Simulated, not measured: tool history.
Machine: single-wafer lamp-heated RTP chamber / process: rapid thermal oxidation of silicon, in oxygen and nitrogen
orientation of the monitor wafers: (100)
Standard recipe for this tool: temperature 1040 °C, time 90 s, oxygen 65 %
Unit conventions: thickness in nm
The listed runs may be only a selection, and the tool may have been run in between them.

| run | day | temperature | time | oxygen | wafers since the last listed run | wafers since the last pyrometer calibration | hours since the oxygen flow controller was replaced | hours since the gauge calibration | read-back reference wafer on the same gauge, thickness | thickness |
|---|---|---|---|---|---|---|---|---|---|---|
| 1 | 0 | 1040 | 106 | 65 | 0 | 609 | 464.3 | 3204.4 | 9.658 | 8.834 |
| 2 | 2.625 | 1040 | 76 | 45 | 657 | 1267 | 527.3 | 3267.4 | 9.641 | 6.653 |
| 3 | 5.204 | 1040 | 76 | 45 | 646 | 1913 | 589.2 | 3329.3 | 9.649 | 6.647 |
| 4 | 9.612 | 1040 | 76 | 45 | 1104 | 3018 | 695 | 3435.1 | 9.66 | 6.661 |
| 5 | 13.029 | 1022 | 90 | 65 | 856 | 3875 | 777 | 3517.1 | 9.654 | 7.242 |
| 6 | 16.125 | 1022 | 90 | 65 | 775 | 4651 | 851.3 | 3591.4 | 9.653 | 7.213 |
| 7 | 20.625 | 1040 | 90 | 65 | 1127 | 5778 | 959.3 | 3699.4 | 9.653 | 8.132 |
|  | 27.179 | pyrometer window cleaned and pyrometer calibrated |
| 8 | 33.154 | 1040 | 79 | 65 | 3056 | 1498 | 1260 | 4000.1 | 9.658 | 7.734 |
| 9 | 36.788 | 1040 | 79 | 65 | 910 | 2408 | 1347.2 | 4087.3 | 9.644 | 7.709 |
| 10 | 38.562 | 1040 | 79 | 65 | 444 | 2853 | 1389.8 | 4129.9 | 9.66 | 7.736 |
| 11 | 42.871 | 1040 | 90 | 65 | 1079 | 3933 | 1493.2 | 4233.3 | 9.649 | 8.217 |
| 12 | 46.688 | 1040 | 90 | 65 | 956 | 4889 | 1584.8 | 4324.9 | 9.658 | 8.161 |
| 13 | 50.167 | 1040 | 90 | 65 | 872 | 5761 | 1668.3 | 4408.4 | 9.662 | 8.17 |
| 14 | 52.088 | 1040 | 90 | 65 | 481 | 6243 | 1714.4 | 4454.5 | 9.645 | 8.18 |
| 15 | 53.854 | 1040 | 90 | 65 | 442 | 6686 | 1756.8 | 4496.9 | 9.64 | 8.189 |
|  | 56.671 | gauge calibrated |
| 16 | 57.067 | 1040 | 90 | 65 | 805 | 7491 | 1833.9 | 9.5 | 9.658 | 8.132 |
|  | 58.5 | pyrometer window cleaned and pyrometer calibrated |
| 17 | 61.5 | 1040 | 71 | 65 | 1027 | 751 | 1940.3 | 115.9 | 9.648 | 7.377 |
| 18 | 65.112 | 1054 | 90 | 65 | 905 | 1656 | 2027 | 202.6 | 9.653 | 9.052 |
| 19 | 68.071 | 1040 | 55 | 54 | 741 | 2398 | 2098 | 273.6 | 9.647 | 6.159 |
| 20 | 72.438 | 1040 | 54 | 65 | 1094 | 3492 | 2202.8 | 378.4 | 9.66 | 6.542 |
| 21 | 75.85 | 1040 | 90 | 65 | 855 | 4348 | 2284.7 | 460.3 | 9.647 | 8.166 |
| 22 | 79.283 | 1031 | 69 | 79 | 860 | 5208 | 2367.1 | 542.7 | 9.653 | 7.289 |
| 23 | 83.754 | 1032 | 90 | 78 | 1120 | 6329 | 2474.4 | 650 | 9.651 | 8.291 |
| 24 | 85.904 | 1040 | 116 | 65 | 538 | 6867 | 2526 | 701.6 | 9.651 | 9.203 |
|  | 87.625 | pyrometer window cleaned and pyrometer calibrated |
| 25 | 89.746 | 1051 | 59 | 45 | 879 | 531 | 2618.2 | 793.8 | 9.653 | 6.436 |
| 26 | 92.654 | 1056 | 131 | 65 | 728 | 1260 | 2688 | 863.6 | 9.641 | 10.915 |
| 27 | 94.475 | 1040 | 104 | 65 | 456 | 1716 | 2731.7 | 907.3 | 9.662 | 8.755 |
|  | 107.654 | oxygen flow controller replaced |
| 28 | 107.867 | 1040 | 90 | 81 | 3272 | 4989 | 5.1 | 1228.7 | 9.65 | 8.852 |
| 29 | 112.058 | 1021 | 123 | 65 | 1050 | 6040 | 105.7 | 1329.3 | 9.653 | 8.253 |
| 30 | 113.946 | 1060 | 127 | 65 | 473 | 6513 | 151 | 1374.6 | 9.648 | 11.049 |
|  | 116.375 | pyrometer window cleaned and pyrometer calibrated |
| 31 | 118.179 | 1040 | 79 | 65 | 977 | 452 | 252.6 | 1476.2 | 9.642 | 7.721 |
| 32 | 122.071 | 1064 | 127 | 81 | 975 | 1427 | 346 | 1569.6 | 9.643 | 12.259 |
| 33 | 126.025 | 1020 | 127 | 56 | 991 | 2418 | 440.9 | 1664.5 | 9.639 | 7.887 |
| 34 | 130.375 | 1040 | 90 | 87 | 1090 | 3509 | 545.3 | 1768.9 | 9.655 | 9.085 |
| 35 | 138.529 | 1040 | 90 | 65 | 2043 | 5552 | 741 | 1964.6 | 9.642 | 8.132 |
| 36 | 142.725 | 1040 | 90 | 65 | 1051 | 6604 | 841.7 | 2065.3 | 9.65 | 8.201 |
| 37 | 146.567 | 1040 | 77 | 65 | 962 | 7567 | 933.9 | 2157.5 | 9.663 | 7.652 |
| 38 | 150.025 | 1040 | 90 | 65 | 866 | 8434 | 1016.9 | 2240.5 | 9.643 | 8.213 |

Branching from run 38: 3 alternative next runs. What would each branch give?
| A | 150.046 | 1040 | 90 | 65 | 5 | 8439 | 1017.4 | 2241 | ? | ? |
| B | 150.046 | 1040 | 51 | 42 | 5 | 8439 | 1017.4 | 2241 | ? | ? |
| C | 150.046 | 1021 | 90 | 65 | 5 | 8439 | 1017.4 | 2241 | ? | ? |

| run | read-back reference wafer on the same gauge, thickness | thickness |
|---|---|---|
| A | 9.645 | 8.186 |
| B | 9.645 | 5.465 |
| C | 9.645 | 7.158 |
Had the tool no hidden state, the same runs would have come out as:
| run | thickness |
|---|---|
| A | 8.186 |
| B | 5.465 |
| C | 7.158 |

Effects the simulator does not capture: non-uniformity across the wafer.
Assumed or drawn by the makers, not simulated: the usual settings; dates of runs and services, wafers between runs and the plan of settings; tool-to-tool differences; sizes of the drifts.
